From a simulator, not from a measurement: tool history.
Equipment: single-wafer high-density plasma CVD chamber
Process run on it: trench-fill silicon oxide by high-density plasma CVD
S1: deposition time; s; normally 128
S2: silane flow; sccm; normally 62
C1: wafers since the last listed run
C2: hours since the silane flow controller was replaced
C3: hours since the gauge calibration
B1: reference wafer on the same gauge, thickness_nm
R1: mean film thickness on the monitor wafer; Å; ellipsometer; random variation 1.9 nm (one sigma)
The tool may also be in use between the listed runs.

{"run": 1, "hour": 0.0, "S1": 128, "S2": 62, "C1": 0, "C2": 1913.9, "C3": 232.0, "B1": 784.002, "R1": 7477.47}
{"run": 2, "hour": 13.1, "S1": 128, "S2": 62, "C1": 185, "C2": 1927.0, "C3": 245.1, "B1": 783.493, "R1": 7462.02}
{"run": 3, "hour": 47.7, "S1": 134, "S2": 72, "C1": 491, "C2": 1961.6, "C3": 279.7, "B1": 783.744, "R1": 8665.18}
{"run": 4, "hour": 77.4, "S1": 128, "S2": 62, "C1": 421, "C2": 1991.3, "C3": 309.4, "B1": 784.439, "R1": 7429.4}
{"run": 5, "hour": 106.7, "S1": 128, "S2": 62, "C1": 415, "C2": 2020.6, "C3": 338.7, "B1": 784.139, "R1": 7478.86}
{"run": 6, "hour": 121.7, "S1": 128, "S2": 62, "C1": 212, "C2": 2035.6, "C3": 353.7, "B1": 783.889, "R1": 7492.44}
{"run": 7, "hour": 144.3, "S1": 128, "S2": 67, "C1": 320, "C2": 2058.2, "C3": 376.3, "B1": 783.81, "R1": 7834.1}
{"run": 8, "hour": 156.8, "S1": 128, "S2": 67, "C1": 177, "C2": 2070.7, "C3": 388.8, "B1": 783.445, "R1": 7891.27}
{"run": 9, "hour": 183.6, "S1": 128, "S2": 54, "C1": 380, "C2": 2097.5, "C3": 415.6, "B1": 783.315, "R1": 6841.71}
{"run": 10, "hour": 219.5, "S1": 128, "S2": 54, "C1": 509, "C2": 2133.4, "C3": 451.5, "B1": 784.573, "R1": 6818.72}
{"run": 11, "hour": 235.1, "S1": 128, "S2": 68, "C1": 221, "C2": 2149.0, "C3": 467.1, "B1": 783.989, "R1": 7934.38}
{"run": 12, "hour": 268.2, "S1": 128, "S2": 70, "C1": 469, "C2": 2182.1, "C3": 500.2, "B1": 784.744, "R1": 8146.65}
{"run": 13, "hour": 348.4, "S1": 128, "S2": 70, "C1": 1138, "C2": 2262.3, "C3": 580.4, "B1": 783.811, "R1": 8144.4}
{"run": 14, "hour": 381.8, "S1": 128, "S2": 70, "C1": 474, "C2": 2295.7, "C3": 613.8, "B1": 783.697, "R1": 8099.01}
{"run": 15, "hour": 411.9, "S1": 128, "S2": 62, "C1": 427, "C2": 2325.8, "C3": 643.9, "B1": 783.853, "R1": 7453.49}
{"run": 16, "hour": 437.9, "S1": 128, "S2": 62, "C1": 369, "C2": 2351.8, "C3": 669.9, "B1": 783.699, "R1": 7488.6}
{"run": 17, "hour": 462.6, "S1": 128, "S2": 62, "C1": 350, "C2": 2376.5, "C3": 694.6, "B1": 783.801, "R1": 7477.84}
{"run": 18, "hour": 493.4, "S1": 128, "S2": 62, "C1": 437, "C2": 2407.3, "C3": 725.4, "B1": 784.465, "R1": 7461.0}
{"run": 19, "hour": 525.0, "S1": 128, "S2": 62, "C1": 448, "C2": 2438.9, "C3": 757.0, "B1": 784.353, "R1": 7466.83}
{"hour": 528.3, "done": "gauge calibrated"}
{"run": 20, "hour": 546.2, "S1": 128, "S2": 62, "C1": 300, "C2": 2460.1, "C3": 17.9, "B1": 783.678, "R1": 7438.55}
{"run": 21, "hour": 577.3, "S1": 128, "S2": 66, "C1": 441, "C2": 2491.2, "C3": 49.0, "B1": 784.0, "R1": 7774.42}
{"run": 22, "hour": 603.8, "S1": 128, "S2": 66, "C1": 376, "C2": 2517.7, "C3": 75.5, "B1": 784.649, "R1": 7809.2}
{"run": 23, "hour": 642.6, "S1": 128, "S2": 66, "C1": 550, "C2": 2556.5, "C3": 114.3, "B1": 784.291, "R1": 7803.34}
{"run": 24, "hour": 674.1, "S1": 144, "S2": 57, "C1": 447, "C2": 2588.0, "C3": 145.8, "B1": 784.365, "R1": 7993.3}
{"hour": 690.1, "done": "silane flow controller replaced"}
{"run": 25, "hour": 708.8, "S1": 102, "S2": 55, "C1": 378, "C2": 18.7, "C3": 180.5, "B1": 784.037, "R1": 5503.4}
{"run": 26, "hour": 734.8, "S1": 128, "S2": 70, "C1": 369, "C2": 44.7, "C3": 206.5, "B1": 784.593, "R1": 8110.48}
{"run": 27, "hour": 768.9, "S1": 143, "S2": 52, "C1": 484, "C2": 78.8, "C3": 240.6, "B1": 784.044, "R1": 7462.56}
{"run": 28, "hour": 795.7, "S1": 113, "S2": 69, "C1": 380, "C2": 105.6, "C3": 267.4, "B1": 784.308, "R1": 7086.11}
{"run": 29, "hour": 821.4, "S1": 117, "S2": 50, "C1": 364, "C2": 131.3, "C3": 293.1, "B1": 783.814, "R1": 5971.41}
{"run": 30, "hour": 855.3, "S1": 128, "S2": 55, "C1": 481, "C2": 165.2, "C3": 327.0, "B1": 784.434, "R1": 6935.93}
{"run": 31, "hour": 880.2, "S1": 128, "S2": 62, "C1": 353, "C2": 190.1, "C3": 351.9, "B1": 784.18, "R1": 7466.16}
{"run": 32, "hour": 899.4, "S1": 144, "S2": 68, "C1": 272, "C2": 209.3, "C3": 371.1, "B1": 783.841, "R1": 8985.14}
{"run": 33, "hour": 926.0, "S1": 113, "S2": 69, "C1": 377, "C2": 235.9, "C3": 397.7, "B1": 783.699, "R1": 7093.89}
{"run": 34, "hour": 961.7, "S1": 146, "S2": 62, "C1": 506, "C2": 271.6, "C3": 433.4, "B1": 784.671, "R1": 8509.67}
{"run": 35, "hour": 990.0, "S1": 151, "S2": 54, "C1": 401, "C2": 299.9, "C3": 461.7, "B1": 783.787, "R1": 8081.43}
{"run": 36, "hour": 1006.3, "S1": 128, "S2": 66, "C1": 231, "C2": 316.2, "C3": 478.0, "B1": 783.657, "R1": 7821.68}
{"run": 37, "hour": 1039.7, "S1": 144, "S2": 68, "C1": 474, "C2": 349.6, "C3": 511.4, "B1": 784.361, "R1": 8950.78}
{"run": 38, "hour": 1071.4, "S1": 135, "S2": 62, "C1": 449, "C2": 381.3, "C3": 543.1, "B1": 784.345, "R1": 7894.29}
{"run": 39, "hour": 1084.0, "S1": 144, "S2": 56, "C1": 178, "C2": 393.9, "C3": 555.7, "B1": 784.26, "R1": 7900.31}
{"run": 40, "hour": 1115.0, "S1": 107, "S2": 68, "C1": 440, "C2": 424.9, "C3": 586.7, "B1": 784.159, "R1": 6625.33}
{"run": 41, "hour": 1137.8, "S1": 128, "S2": 54, "C1": 323, "C2": 447.7, "C3": 609.5, "B1": 783.816, "R1": 6812.54}
{"run": 42, "hour": 1167.4, "S1": 105, "S2": 73, "C1": 420, "C2": 477.3, "C3": 639.1, "B1": 783.683, "R1": 6855.35}
{"run": 43, "hour": 1179.9, "S1": 128, "S2": 62, "C1": 177, "C2": 489.8, "C3": 651.6, "B1": 783.703, "R1": 7465.44}
{"run": 44, "hour": 1194.4, "S1": 128, "S2": 51, "C1": 205, "C2": 504.3, "C3": 666.1, "B1": 783.801, "R1": 6587.82}
{"run": 45, "hour": 1227.5, "S1": 128, "S2": 62, "C1": 469, "C2": 537.4, "C3": 699.2, "B1": 783.309, "R1": 7498.92}
{"run": 46, "hour": 1263.3, "S1": 138, "S2": 67, "C1": 508, "C2": 573.2, "C3": 735.0, "B1": 783.339, "R1": 8496.79}
{"run": 47, "hour": 1280.2, "S1": 128, "S2": 62, "C1": 239, "C2": 590.1, "C3": 751.9, "B1": 783.613, "R1": 7469.82}

State the hidden condition of the tool at each of the runs:
delivered silane flow above the setpoint (%): 0 in every run
gauge reads high (%): 0 in every run

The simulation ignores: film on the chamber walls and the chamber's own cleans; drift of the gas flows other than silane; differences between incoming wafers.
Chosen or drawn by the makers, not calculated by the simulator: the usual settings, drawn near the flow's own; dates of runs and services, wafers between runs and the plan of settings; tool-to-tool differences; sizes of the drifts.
